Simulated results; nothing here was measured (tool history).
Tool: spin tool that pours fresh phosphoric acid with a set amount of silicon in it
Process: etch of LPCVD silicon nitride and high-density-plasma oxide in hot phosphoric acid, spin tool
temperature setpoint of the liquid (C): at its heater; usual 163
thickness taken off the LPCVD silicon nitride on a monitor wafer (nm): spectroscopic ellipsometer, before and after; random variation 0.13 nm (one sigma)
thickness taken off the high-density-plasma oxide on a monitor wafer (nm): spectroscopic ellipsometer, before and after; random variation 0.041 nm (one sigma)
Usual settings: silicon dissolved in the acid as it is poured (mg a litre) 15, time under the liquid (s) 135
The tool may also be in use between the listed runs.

run    hour  temperature setpoint of the liquid (C)  silicon dissolved in the acid as it is poured (mg a litre)  time under the liquid (s)  read-back film thickness of the LPCVD silicon nitride reference wafer, read on the same gauge (nm)  read-back film thickness of the high-density-plasma oxide reference wafer, read on the same gauge (nm)  thickness taken off the LPCVD silicon nitride on a monitor wafer (nm)  thickness taken off the high-density-plasma oxide on a monitor wafer (nm)
  1       0                                     163                                                          15                        135                                                                                               70.01                                                                                                   70.01                                                                  14.67                                                                      0.588
  2      88                                     163                                                          15                        135                                                                                               70.04                                                                                                  69.991                                                                  14.65                                                                      0.633
  3   171.9                                     163                                                          15                        135                                                                                               70.02                                                                                                  70.003                                                                  14.63                                                                      0.595
  4   239.2                                     163                                                          24                        135                                                                                               69.99                                                                                                  70.023                                                                  14.57                                                                      0.446
      248.6  -- thermometer replaced
  5   327.3                                     160                                                          15                        135                                                                                               69.98                                                                                                  70.013                                                                  12.27                                                                      0.431
  6   406.5                                     165                                                           5                        135                                                                                               69.95                                                                                                   69.98                                                                  14.71                                                                      0.739
      477.1  -- dissolved silicon flow meter replaced
  7     509                                     164                                                         4.5                        105                                                                                               69.95                                                                                                  70.016                                                                  10.96                                                                      0.568
  8   586.2                                     163                                                          15                        135                                                                                                  70                                                                                                  70.003                                                                  13.73                                                                      0.459
  9     625                                     165                                                          15                        135                                                                                               70.01                                                                                                  69.985                                                                   14.7                                                                      0.517
 10   668.8                                     163                                                          15                        215                                                                                               69.99                                                                                                  69.998                                                                  21.62                                                                      0.823
      715.2  -- heated supply line repaired
 11   728.2                                   160.5                                                        23.5                        100                                                                                               69.98                                                                                                  69.992                                                                   10.2                                                                      0.345
 12   809.8                                     162                                                          15                        190                                                                                               69.99                                                                                                   70.02                                                                  20.52                                                                       0.86
 13   902.7                                     163                                                          15                        135                                                                                               70.02                                                                                                  69.998                                                                  15.15                                                                      0.717
 14   940.8                                     164                                                           8                        190                                                                                                  70                                                                                                  70.005                                                                  22.46                                                                      0.919
 15  1011.1                                     165                                                          11                         85                                                                                               69.96                                                                                                  70.012                                                                  10.39                                                                      0.517
     1062.1  -- gauge calibrated
       1110  -- thermometer replaced
 16  1256.4                                     166                                                          15                        195                                                                                               69.98                                                                                                  70.002                                                                  22.48                                                                      0.959
 17  1346.7                                     163                                                          10                        210                                                                                               70.02                                                                                                  70.002                                                                  22.55                                                                      0.889
 18    1411                                     164                                                         4.5                        105                                                                                               70.04                                                                                                  69.999                                                                  11.54                                                                      0.571
 19  1511.4                                     163                                                          15                        135                                                                                               69.98                                                                                                  69.985                                                                  14.65                                                                      0.546
 20  1615.1                                   165.5                                                          15                        135                                                                                               70.01                                                                                                  69.999                                                                  16.06                                                                      0.644
 21    1717                                     163                                                          15                        135                                                                                                  70                                                                                                   69.99                                                                  14.86                                                                      0.521

4 ways to go on from here, each from the tool as it stands after run 21. What would each give?
  A  1717.5                                     163                                                          15                        135                                                                                                   ?                                                                                                       ?                                                                      ?                                                                          ?
  B  1717.5                                     163                                                         6.5                         95                                                                                                   ?                                                                                                       ?                                                                      ?                                                                          ?
  C  1717.5                                     163                                                         7.5                        105                                                                                                   ?                                                                                                       ?                                                                      ?                                                                          ?
  D  1717.5                                     162                                                          15                        185                                                                                                   ?                                                                                                       ?                                                                      ?                                                                          ?

run  read-back film thickness of the LPCVD silicon nitride reference wafer, read on the same gauge (nm)  read-back film thickness of the high-density-plasma oxide reference wafer, read on the same gauge (nm)  thickness taken off the LPCVD silicon nitride on a monitor wafer (nm)  thickness taken off the high-density-plasma oxide on a monitor wafer (nm)
  A                                                                                               69.97                                                                                                  69.996                                                                  14.85                                                                      0.554
  B                                                                                               69.97                                                                                                  69.996                                                                  10.45                                                                      0.473
  C                                                                                               69.97                                                                                                  69.996                                                                  11.55                                                                      0.512
  D                                                                                               69.97                                                                                                  69.996                                                                  19.69                                                                      0.706
Without the tool's hidden state the same runs would have given:
run  thickness taken off the LPCVD silicon nitride on a monitor wafer (nm)  thickness taken off the high-density-plasma oxide on a monitor wafer (nm)
  A                                                                   14.5                                                                      0.526
  B                                                                  10.21                                                                      0.449
  C                                                                  11.28                                                                      0.486
  D                                                                  19.23                                                                       0.67
